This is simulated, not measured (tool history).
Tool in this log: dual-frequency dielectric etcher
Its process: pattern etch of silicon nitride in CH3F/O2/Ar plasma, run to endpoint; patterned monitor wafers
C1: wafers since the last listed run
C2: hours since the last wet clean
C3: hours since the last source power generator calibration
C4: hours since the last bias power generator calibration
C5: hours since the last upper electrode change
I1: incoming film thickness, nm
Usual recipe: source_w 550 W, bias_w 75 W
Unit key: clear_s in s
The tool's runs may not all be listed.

{"run": 1, "hour": 0.0, "source_w": 550, "bias_w": 75, "C1": 0, "C2": 139.3, "C3": 738.8, "C4": 2963.2, "C5": 3305.4, "I1": 29.79, "clear_s": 41.9}
{"run": 2, "hour": 136.1, "source_w": 550, "bias_w": 75, "C1": 2031, "C2": 275.4, "C3": 874.9, "C4": 3099.3, "C5": 3441.5, "I1": 29.72, "clear_s": 42.2}
{"run": 3, "hour": 197.1, "source_w": 550, "bias_w": 75, "C1": 910, "C2": 336.4, "C3": 935.9, "C4": 3160.3, "C5": 3502.5, "I1": 29.61, "clear_s": 41.9}
{"run": 4, "hour": 249.5, "source_w": 550, "bias_w": 66, "C1": 782, "C2": 388.8, "C3": 988.3, "C4": 3212.7, "C5": 3554.9, "I1": 29.37, "clear_s": 44}
{"run": 5, "hour": 286.1, "source_w": 620, "bias_w": 75, "C1": 546, "C2": 425.4, "C3": 1024.9, "C4": 3249.3, "C5": 3591.5, "I1": 29.34, "clear_s": 39}
{"run": 6, "hour": 317.3, "source_w": 550, "bias_w": 75, "C1": 465, "C2": 456.6, "C3": 1056.1, "C4": 3280.5, "C5": 3622.7, "I1": 29.66, "clear_s": 42.4}
{"hour": 350.8, "done": "wet clean of the chamber"}
{"run": 7, "hour": 381.8, "source_w": 550, "bias_w": 75, "C1": 604, "C2": 31, "C3": 1120.6, "C4": 3345, "C5": 3687.2, "I1": 29.66, "clear_s": 43.7}
{"run": 8, "hour": 418.0, "source_w": 550, "bias_w": 75, "C1": 540, "C2": 67.2, "C3": 1156.8, "C4": 3381.2, "C5": 3723.4, "I1": 29.69, "clear_s": 44}
{"run": 9, "hour": 461.2, "source_w": 550, "bias_w": 75, "C1": 644, "C2": 110.4, "C3": 1200, "C4": 3424.4, "C5": 3766.6, "I1": 29.51, "clear_s": 43.7}
{"run": 10, "hour": 507.0, "source_w": 550, "bias_w": 75, "C1": 683, "C2": 156.2, "C3": 1245.8, "C4": 3470.2, "C5": 3812.4, "I1": 29.65, "clear_s": 43.9}
{"run": 11, "hour": 558.8, "source_w": 550, "bias_w": 75, "C1": 773, "C2": 208, "C3": 1297.6, "C4": 3522, "C5": 3864.2, "I1": 29.52, "clear_s": 44.1}
{"hour": 635.3, "done": "wet clean of the chamber, repeated, since the last time left the tool worse"}
{"run": 12, "hour": 764.0, "source_w": 550, "bias_w": 75, "C1": 2705, "C2": 128.7, "C3": 1502.8, "C4": 3727.2, "C5": 4069.4, "I1": 29.39, "clear_s": 41}
{"run": 13, "hour": 793.4, "source_w": 550, "bias_w": 75, "C1": 438, "C2": 158.1, "C3": 1532.2, "C4": 3756.6, "C5": 4098.8, "I1": 29.44, "clear_s": 41.5}
{"run": 14, "hour": 1005.3, "source_w": 550, "bias_w": 75, "C1": 3163, "C2": 370, "C3": 1744.1, "C4": 3968.5, "C5": 4310.7, "I1": 29.94, "clear_s": 42.5}
{"hour": 1033.5, "done": "wet clean of the chamber"}
{"run": 15, "hour": 1072.1, "source_w": 550, "bias_w": 75, "C1": 638, "C2": 38.6, "C3": 1810.9, "C4": 4035.3, "C5": 4377.5, "I1": 29.3, "clear_s": 41.1}
{"hour": 1094.7, "done": "bias power generator calibrated"}
{"run": 16, "hour": 1126.6, "source_w": 550, "bias_w": 75, "C1": 753, "C2": 93.1, "C3": 1865.4, "C4": 31.9, "C5": 4432, "I1": 29.47, "clear_s": 41.6}
{"run": 17, "hour": 1171.5, "source_w": 550, "bias_w": 75, "C1": 670, "C2": 138, "C3": 1910.3, "C4": 76.8, "C5": 4476.9, "I1": 29.64, "clear_s": 41.8}
{"hour": 1243.3, "done": "upper electrode replaced"}
{"run": 18, "hour": 1243.8, "source_w": 620, "bias_w": 70, "C1": 721, "C2": 210.3, "C3": 1982.6, "C4": 149.1, "C5": 0.5, "I1": 29.66, "clear_s": 40.3}
{"run": 19, "hour": 1252.9, "source_w": 600, "bias_w": 66, "C1": 135, "C2": 219.4, "C3": 1991.7, "C4": 158.2, "C5": 9.6, "I1": 29.72, "clear_s": 42}
{"run": 20, "hour": 1301.0, "source_w": 680, "bias_w": 85, "C1": 718, "C2": 267.5, "C3": 2039.8, "C4": 206.3, "C5": 57.7, "I1": 29.23, "clear_s": 34.8}
{"run": 21, "hour": 1349.0, "source_w": 630, "bias_w": 69, "C1": 716, "C2": 315.5, "C3": 2087.8, "C4": 254.3, "C5": 105.7, "I1": 29.6, "clear_s": 40}
{"hour": 1370.6, "done": "source power generator calibrated"}
{"run": 22, "hour": 1413.6, "source_w": 420, "bias_w": 91, "C1": 904, "C2": 380.1, "C3": 43, "C4": 318.9, "C5": 170.3, "I1": 29.47, "clear_s": 46.5}
{"run": 23, "hour": 1466.2, "source_w": 610, "bias_w": 75, "C1": 785, "C2": 432.7, "C3": 95.6, "C4": 371.5, "C5": 222.9, "I1": 29.38, "clear_s": 39.5}
{"run": 24, "hour": 1519.4, "source_w": 550, "bias_w": 61, "C1": 794, "C2": 485.9, "C3": 148.8, "C4": 424.7, "C5": 276.1, "I1": 29.8, "clear_s": 46.5}
{"hour": 1548.0, "done": "wet clean of the chamber"}
{"run": 25, "hour": 1589.7, "source_w": 660, "bias_w": 68, "C1": 691, "C2": 41.7, "C3": 219.1, "C4": 495, "C5": 346.4, "I1": 29.76, "clear_s": 38.9}
{"run": 26, "hour": 1631.0, "source_w": 430, "bias_w": 75, "C1": 616, "C2": 83, "C3": 260.4, "C4": 536.3, "C5": 387.7, "I1": 29.16, "clear_s": 47.8}
{"run": 27, "hour": 1695.0, "source_w": 690, "bias_w": 92, "C1": 955, "C2": 147, "C3": 324.4, "C4": 600.3, "C5": 451.7, "I1": 29.58, "clear_s": 33.6}
{"run": 28, "hour": 1762.2, "source_w": 420, "bias_w": 58, "C1": 1003, "C2": 214.2, "C3": 391.6, "C4": 667.5, "C5": 518.9, "I1": 29.51, "clear_s": 55.5}
{"run": 29, "hour": 1788.3, "source_w": 410, "bias_w": 85, "C1": 389, "C2": 240.3, "C3": 417.7, "C4": 693.6, "C5": 545, "I1": 29.34, "clear_s": 47.8}
{"run": 30, "hour": 1855.2, "source_w": 630, "bias_w": 81, "C1": 998, "C2": 307.2, "C3": 484.6, "C4": 760.5, "C5": 611.9, "I1": 29.86, "clear_s": 37.9}
{"run": 31, "hour": 1918.3, "source_w": 600, "bias_w": 83, "C1": 942, "C2": 370.3, "C3": 547.7, "C4": 823.6, "C5": 675, "I1": 29.47, "clear_s": 38.2}
{"run": 32, "hour": 1971.9, "source_w": 620, "bias_w": 70, "C1": 800, "C2": 423.9, "C3": 601.3, "C4": 877.2, "C5": 728.6, "I1": 29.55, "clear_s": 40.4}
{"hour": 2008.0, "done": "wet clean of the chamber"}
{"run": 33, "hour": 2008.5, "source_w": 550, "bias_w": 75, "C1": 188, "C2": 0.5, "C3": 637.9, "C4": 913.8, "C5": 765.2, "I1": 29.62, "clear_s": 41.4}
{"run": 34, "hour": 2068.5, "source_w": 600, "bias_w": 66, "C1": 895, "C2": 60.5, "C3": 697.9, "C4": 973.8, "C5": 825.2, "I1": 29.67, "clear_s": 41.7}
{"run": 35, "hour": 2132.6, "source_w": 440, "bias_w": 86, "C1": 956, "C2": 124.6, "C3": 762, "C4": 1037.9, "C5": 889.3, "I1": 29.82, "clear_s": 46}

Predict each of these 4 candidate next runs independently; none follows another, all start after run 35:
{"run": "A", "hour": 2133.0, "source_w": 550, "bias_w": 75, "C1": 5, "C2": 125, "C3": 762.4, "C4": 1038.3, "C5": 889.7, "I1": 29.55, "clear_s": "?"}
{"run": "B", "hour": 2133.0, "source_w": 440, "bias_w": 75, "C1": 5, "C2": 125, "C3": 762.4, "C4": 1038.3, "C5": 889.7, "I1": 29.55, "clear_s": "?"}
{"run": "C", "hour": 2133.0, "source_w": 470, "bias_w": 92, "C1": 5, "C2": 125, "C3": 762.4, "C4": 1038.3, "C5": 889.7, "I1": 29.55, "clear_s": "?"}
{"run": "D", "hour": 2133.0, "source_w": 420, "bias_w": 89, "C1": 5, "C2": 125, "C3": 762.4, "C4": 1038.3, "C5": 889.7, "I1": 29.55, "clear_s": "?"}

run=A clear_s=41.7
run=B clear_s=48.3
run=C clear_s=42.4
run=D clear_s=46.5
Stripped of hidden state, with their random variation kept, the same runs would have yielded:
run=A clear_s=41.2
run=B clear_s=47.7
run=C clear_s=41.8
run=D clear_s=45.9

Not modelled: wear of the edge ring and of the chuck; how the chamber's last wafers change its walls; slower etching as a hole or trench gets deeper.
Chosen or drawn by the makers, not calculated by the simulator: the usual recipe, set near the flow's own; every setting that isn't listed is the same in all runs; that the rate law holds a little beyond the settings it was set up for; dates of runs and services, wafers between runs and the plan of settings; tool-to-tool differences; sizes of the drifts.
